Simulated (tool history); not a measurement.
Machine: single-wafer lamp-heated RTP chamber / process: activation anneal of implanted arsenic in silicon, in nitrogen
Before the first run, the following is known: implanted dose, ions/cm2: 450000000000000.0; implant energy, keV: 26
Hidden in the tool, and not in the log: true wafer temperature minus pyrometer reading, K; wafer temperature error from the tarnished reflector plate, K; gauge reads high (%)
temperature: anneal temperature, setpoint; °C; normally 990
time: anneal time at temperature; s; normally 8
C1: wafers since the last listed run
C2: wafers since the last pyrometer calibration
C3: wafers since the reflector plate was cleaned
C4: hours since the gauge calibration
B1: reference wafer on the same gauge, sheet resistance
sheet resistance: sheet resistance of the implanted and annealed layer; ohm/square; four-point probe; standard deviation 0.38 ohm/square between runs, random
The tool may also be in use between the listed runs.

run 1 day=0.000 | temperature=990 time=8 | C1=0 C2=3843 C3=7858 C4=78.7 | B1=255.17 | sheet_resistance=257.10
run 2 day=0.262 | temperature=990 time=8 | C1=113 C2=3956 C3=7971 C4=85.0 | B1=255.09 | sheet_resistance=256.63
run 3 day=2.262 | temperature=990 time=8 | C1=863 C2=4819 C3=8834 C4=133.0 | B1=254.89 | sheet_resistance=256.56
run 4 day=3.296 | temperature=990 time=8 | C1=445 C2=5265 C3=9280 C4=157.8 | B1=254.74 | sheet_resistance=255.02
run 5 day=3.971 | temperature=1004 time=8 | C1=291 C2=5557 C3=9572 C4=174.0 | B1=254.52 | sheet_resistance=254.30
run 6 day=4.579 | temperature=990 time=11 | C1=262 C2=5819 C3=9834 C4=188.6 | B1=254.45 | sheet_resistance=254.56
run 7 day=4.962 | temperature=990 time=11 | C1=165 C2=5985 C3=10000 C4=197.8 | B1=254.37 | sheet_resistance=254.67
run 8 day=5.400 | temperature=1006 time=8 | C1=188 C2=6173 C3=10188 C4=208.3 | B1=254.27 | sheet_resistance=254.05
run 9 day=5.879 | temperature=1006 time=8 | C1=206 C2=6380 C3=10395 C4=219.8 | B1=254.05 | sheet_resistance=253.70
run 10 day=6.617 | temperature=990 time=8 | C1=318 C2=6698 C3=10713 C4=237.5 | B1=253.88 | sheet_resistance=254.76
run 11 day=7.138 | temperature=990 time=8 | C1=224 C2=6923 C3=10938 C4=250.0 | B1=253.73 | sheet_resistance=254.97
run 12 day=7.471 | temperature=990 time=8 | C1=143 C2=7067 C3=11082 C4=258.0 | B1=253.77 | sheet_resistance=254.53
run 13 day=7.783 | temperature=1010 time=8 | C1=134 C2=7202 C3=11217 C4=265.5 | B1=253.71 | sheet_resistance=253.08
run 14 day=8.450 | temperature=990 time=8 | C1=287 C2=7490 C3=11505 C4=281.5 | B1=253.43 | sheet_resistance=254.19
-- day=8.917 reflector plate cleaned
-- day=9.092 pyrometer window cleaned and pyrometer calibrated
run 15 day=9.112 | temperature=990 time=8 | C1=66 C2=9 C3=9 C4=297.4 | B1=253.08 | sheet_resistance=254.63
run 16 day=9.125 | temperature=1013 time=4 | C1=5 C2=15 C3=15 C4=297.7 | B1=253.15 | sheet_resistance=256.23
run 17 day=9.362 | temperature=1010 time=13 | C1=102 C2=117 C3=117 C4=303.4 | B1=253.08 | sheet_resistance=251.24
run 18 day=9.667 | temperature=990 time=8 | C1=131 C2=248 C3=248 C4=310.7 | B1=252.89 | sheet_resistance=254.39
run 19 day=11.617 | temperature=965 time=4 | C1=841 C2=1090 C3=1090 C4=357.5 | B1=252.39 | sheet_resistance=256.15
run 20 day=13.092 | temperature=1005 time=9 | C1=636 C2=1726 C3=1726 C4=392.9 | B1=251.58 | sheet_resistance=252.21
run 21 day=13.525 | temperature=970 time=7 | C1=187 C2=1913 C3=1913 C4=403.3 | B1=251.48 | sheet_resistance=253.82
-- day=13.862 gauge calibrated
run 22 day=14.250 | temperature=963 time=10 | C1=312 C2=2226 C3=2226 C4=9.3 | B1=254.82 | sheet_resistance=256.42
run 23 day=14.762 | temperature=990 time=8 | C1=221 C2=2448 C3=2448 C4=21.6 | B1=254.73 | sheet_resistance=255.87
run 24 day=15.292 | temperature=990 time=8 | C1=228 C2=2676 C3=2676 C4=34.3 | B1=254.72 | sheet_resistance=255.28
run 25 day=15.700 | temperature=982 time=6 | C1=176 C2=2852 C3=2852 C4=44.1 | B1=254.55 | sheet_resistance=257.46
run 26 day=16.038 | temperature=972 time=11 | C1=145 C2=2998 C3=2998 C4=52.2 | B1=254.68 | sheet_resistance=255.74
run 27 day=16.621 | temperature=971 time=10 | C1=251 C2=3249 C3=3249 C4=66.2 | B1=254.60 | sheet_resistance=256.33
run 28 day=17.054 | temperature=964 time=5 | C1=187 C2=3437 C3=3437 C4=76.6 | B1=254.49 | sheet_resistance=257.61
run 29 day=17.529 | temperature=990 time=7 | C1=204 C2=3641 C3=3641 C4=88.0 | B1=254.40 | sheet_resistance=256.24
run 30 day=18.246 | temperature=979 time=7 | C1=309 C2=3951 C3=3951 C4=105.2 | B1=254.39 | sheet_resistance=256.43
run 31 day=18.979 | temperature=1001 time=8 | C1=316 C2=4267 C3=4267 C4=122.8 | B1=254.27 | sheet_resistance=254.83
run 32 day=19.721 | temperature=990 time=8 | C1=320 C2=4587 C3=4587 C4=140.6 | B1=254.17 | sheet_resistance=254.70
run 33 day=20.204 | temperature=1013 time=8 | C1=208 C2=4796 C3=4796 C4=152.2 | B1=254.13 | sheet_resistance=254.04
run 34 day=20.842 | temperature=969 time=5 | C1=275 C2=5071 C3=5071 C4=167.5 | B1=253.86 | sheet_resistance=256.88
run 35 day=21.288 | temperature=962 time=8 | C1=192 C2=5263 C3=5263 C4=178.2 | B1=253.80 | sheet_resistance=255.73
run 36 day=21.896 | temperature=1000 time=8 | C1=262 C2=5526 C3=5526 C4=192.8 | B1=253.83 | sheet_resistance=253.84
run 37 day=22.238 | temperature=961 time=11 | C1=147 C2=5673 C3=5673 C4=201.0 | B1=253.69 | sheet_resistance=254.97

What differs in the tool's unlogged condition from the final listed run ahead of each entry between runs to the first listed run following it?
After run 14, before run 15: reflector plate cleaned (day 8.917); pyrometer window cleaned and pyrometer calibrated (day 9.092)
  gauge reads high (%): -0.625 -> -0.711
  what was measured, less what the result would be without the hidden state, sheet resistance: -1.60 -> -1.83 ohm/square
After run 21, before run 22: gauge calibrated (day 13.862)
  gauge reads high (%): -1.4 -> -0.13
  what was measured, less what the result would be without the hidden state, sheet resistance: -3.62 -> -0.33 ohm/square

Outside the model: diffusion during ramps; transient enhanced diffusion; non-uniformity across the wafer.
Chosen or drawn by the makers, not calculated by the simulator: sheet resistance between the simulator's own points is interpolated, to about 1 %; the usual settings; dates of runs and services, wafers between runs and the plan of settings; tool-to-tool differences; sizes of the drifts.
